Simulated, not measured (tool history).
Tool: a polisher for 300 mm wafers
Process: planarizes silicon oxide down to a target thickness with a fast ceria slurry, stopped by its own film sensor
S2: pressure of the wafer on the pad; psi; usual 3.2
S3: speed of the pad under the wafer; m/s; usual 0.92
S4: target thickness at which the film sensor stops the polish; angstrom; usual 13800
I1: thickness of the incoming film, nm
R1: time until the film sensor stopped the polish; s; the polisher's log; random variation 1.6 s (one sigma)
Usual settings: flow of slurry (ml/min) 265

Run 1, hour 0.0: usual settings but flow of slurry (ml/min) 300; I1 2590.7. Result: R1 88.7 s.
Run 2, hour 54.9: usual settings but S2 2.9 psi; I1 2572.2. Result: R1 98.4 s.
Run 3, hour 99.5: usual settings but S2 3.6 psi; I1 2582.6. Result: R1 83.0 s.
Run 4, hour 134.1: usual settings but S2 3.6 psi; I1 2610.8. Result: R1 85.7 s.
At hour 156.6: worn pad replaced by a new one.
Run 5, hour 172.2: usual settings; I1 2601.1. Result: R1 84.4 s.
At hour 173.7: slurry nozzle cleaned.
Run 6, hour 215.5: usual settings but S2 4.1 psi, S4 10860 angstrom; I1 2614.1. Result: R1 87.2 s.
Run 7, hour 384.0: usual settings; I1 2587.8. Result: R1 89.4 s.
At hour 415.3: worn pad replaced by a new one.
At hour 436.5: head pressure recalibrated.
Run 8, hour 437.0: usual settings; I1 2657.1. Result: R1 97.2 s.
Run 9, hour 484.9: usual settings; I1 2592.8. Result: R1 95.7 s.
Run 10, hour 537.1: usual settings; I1 2626.9. Result: R1 99.1 s.
Run 11, hour 594.2: usual settings; I1 2568.9. Result: R1 101.0 s.
Run 12, hour 660.2: usual settings; I1 2634.6. Result: R1 108.5 s.
At hour 666.8: worn pad replaced by a new one.
Run 13, hour 700.2: usual settings but S2 3.6 psi; I1 2649.7. Result: R1 87.2 s.
At hour 750.5: slurry nozzle cleaned.
Run 14, hour 766.2: usual settings but S4 10930 angstrom; I1 2616.5. Result: R1 119.7 s.
Run 15, hour 810.5: usual settings; I1 2648.3. Result: R1 102.4 s.
Run 16, hour 863.4: usual settings but flow of slurry (ml/min) 225, S4 15100 angstrom; I1 2616.2. Result: R1 88.2 s.
At hour 888.9: worn pad replaced by a new one.
Run 17, hour 929.0: usual settings but S3 0.74 m/s; I1 2592.4. Result: R1 112.1 s.
Run 18, hour 980.7: usual settings but flow of slurry (ml/min) 230, S2 2.1 psi, S3 1.16 m/s, S4 11940 angstrom; I1 2602.6. Result: R1 128.9 s.
Run 19, hour 1044.6: usual settings but flow of slurry (ml/min) 340; I1 2626.7. Result: R1 97.1 s.
Run 20, hour 1105.2: usual settings but flow of slurry (ml/min) 225, S2 2.6 psi; I1 2548.6. Result: R1 112.5 s.
At hour 1111.3: worn pad replaced by a new one.
Run 21, hour 1148.3: usual settings but S3 0.80 m/s; I1 2617.3. Result: R1 102.4 s.

3 ways to go on from here, each from the tool as it stands after run 21. What would each give?
Run A, hour 1148.7: usual settings; I1 2594.7. Result: R1 ?.
Run B, hour 1148.7: usual settings but flow of slurry (ml/min) 170; I1 2594.7. Result: R1 ?.
Run C, hour 1148.7: usual settings but flow of slurry (ml/min) 205, S2 2.1 psi, S3 1.04 m/s, S4 10050 angstrom; I1 2594.7. Result: R1 ?.

run     R1
  A   88.4
  B   90.9
  C  152.5
Without the tool's hidden state the same runs would have given:
run     R1
  A   88.0
  B   90.5
  C  151.9

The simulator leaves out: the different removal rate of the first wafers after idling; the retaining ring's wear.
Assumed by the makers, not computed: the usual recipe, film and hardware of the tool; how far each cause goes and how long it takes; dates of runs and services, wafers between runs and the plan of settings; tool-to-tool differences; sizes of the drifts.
